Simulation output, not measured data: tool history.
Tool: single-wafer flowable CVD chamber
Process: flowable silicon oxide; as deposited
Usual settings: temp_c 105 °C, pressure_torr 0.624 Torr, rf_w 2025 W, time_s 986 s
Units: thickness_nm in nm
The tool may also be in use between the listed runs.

run   hour  temp_c  pressure_torr  rf_w  time_s  wafers since the last listed run  hours since the last thermocouple change  hours since the last RF generator calibration  hours since the last manometer calibration  hours since the showerhead was replaced  hours since the gauge calibration  read-back reference wafer on the same gauge, thickness_nm  thickness_nm
  1      0     105          0.624  1730     986                                 0                                     616.3                                          838.5                                       888.7                                   3154.2                                560                                                    357.395       306.022
  2   10.6     105          0.624  2025     986                                17                                     626.9                                          849.1                                       899.3                                   3164.8                              570.6                                                    358.538       325.957
  3   19.2     105          0.624  2025     986                                14                                     635.5                                          857.7                                       907.9                                   3173.4                              579.2                                                    357.596       324.589
  4   34.3     105          0.624  2025     986                                24                                     650.6                                          872.8                                         923                                   3188.5                              594.3                                                    359.312       323.427
  5   48.7     105          0.624  2025     986                                23                                       665                                          887.2                                       937.4                                   3202.9                              608.7                                                    358.463       322.785
      60.1  -- capacitance manometer re-zeroed and calibrated
  6   61.2      92          0.549  1840     828                                 7                                     677.5                                          899.7                                         1.1                                   3215.4                              621.2                                                    357.064       381.585
  7   76.9      98          0.624  2025     986                                25                                     693.2                                          915.4                                        16.8                                   3231.1                              636.9                                                     357.04       419.153
  8   91.6     105          0.624  2025     986                                24                                     707.9                                          930.1                                        31.5                                   3245.8                              651.6                                                    358.027       320.811
  9  103.8     105          0.624  2025     810                                20                                     720.1                                          942.3                                        43.7                                     3258                              663.8                                                    358.863       266.334
 10  115.3     105          0.624  2025    1105                                18                                     731.6                                          953.8                                        55.2                                   3269.5                              675.3                                                    357.451       360.288
 11  131.9     105          0.778  2025     986                                27                                     748.2                                          970.4                                        71.8                                   3286.1                              691.9                                                        357        402.11
     146.1  -- RF generator calibrated
 12  148.7     105          0.624  2025     986                                14                                       765                                            2.6                                        88.6                                   3302.9                              708.7                                                    358.112       320.235
 13    164     105          0.624  2270    1129                                25                                     780.3                                           17.9                                       103.9                                   3318.2                                724                                                    357.564       379.449
 14  171.7     105          0.624  2025     986                                12                                       788                                           25.6                                       111.6                                   3325.9                              731.7                                                    358.794       323.163
     176.9  -- gauge calibrated
 15  178.4     105          0.624  2025     986                                11                                     794.7                                           32.3                                       118.3                                   3332.6                                1.5                                                    356.688       323.739
 16  193.1     105          0.624  2025     986                                24                                     809.4                                             47                                         133                                   3347.3                               16.2                                                     357.28       321.802
     226.1  -- thermocouple changed; heater temperature recalibrated
     232.8  -- showerhead replaced
 17  235.3     105          0.624  2025     986                                45                                       9.2                                           89.2                                       175.2                                      2.5                               58.4                                                    358.625        369.29
 18  243.6      91          0.624  2025     797                                13                                      17.5                                           97.5                                       183.5                                     10.8                               66.7                                                    358.341       503.902
 19  255.5      97          0.624  1900     986                                19                                      29.4                                          109.4                                       195.4                                     22.7                               78.6                                                    357.291       484.287
 20  267.5      98          0.545  2240    1058                                19                                      41.4                                          121.4                                       207.4                                     34.7                               90.6                                                    357.156       460.067
 21  277.8     111          0.568  2310    1134                                16                                      51.7                                          131.7                                       217.7                                       45                              100.9                                                     358.75        316.61
 22  289.4     110          0.708  2295     986                                19                                      63.3                                          143.3                                       229.3                                     56.6                              112.5                                                    358.144       346.704
 23  297.6      96           0.49  1770     896                                13                                      71.5                                          151.5                                       237.5                                     64.8                              120.7                                                     356.97       347.777
 24  309.8     105          0.624  2025     986                                20                                      83.7                                          163.7                                       249.7                                       77                              132.9                                                    358.419       361.677
 25  326.4      93          0.493  2360    1166                                27                                     100.3                                          180.3                                       266.3                                     93.6                              149.5                                                    358.415       548.717
 26  342.9     105          0.624  1630     986                                27                                     116.8                                          196.8                                       282.8                                    110.1                                166                                                    358.951       325.492
 27  354.6     105          0.624  2025    1099                                19                                     128.5                                          208.5                                       294.5                                    121.8                              177.7                                                    357.844        395.94
 28  403.1     105          0.762  1895     986                                79                                       177                                            257                                         343                                    170.3                              226.2                                                    357.462       413.544
 29  413.6     105          0.624  2360     986                                17                                     187.5                                          267.5                                       353.5                                    180.8                              236.7                                                    357.368       361.024

3 ways to go on from here, each from the tool as it stands after run 29. What would each give?
  A  414.3     105          0.624  2025     986                                 1                                     188.2                                          268.2                                       354.2                                    181.5                              237.4                                                          ?             ?
  B  414.3     105           0.68  1770     902                                 1                                     188.2                                          268.2                                       354.2                                    181.5                              237.4                                                          ?             ?
  C  414.3     105          0.624  1865     986                                 1                                     188.2                                          268.2                                       354.2                                    181.5                              237.4                                                          ?             ?

run  read-back reference wafer on the same gauge, thickness_nm  thickness_nm
  A                                                    357.506        350.76
  B                                                    357.506       332.861
  C                                                    357.506       342.308
Without the tool's hidden state the same runs would have given:
run  thickness_nm
  A       368.221
  B       349.432
  C       359.348
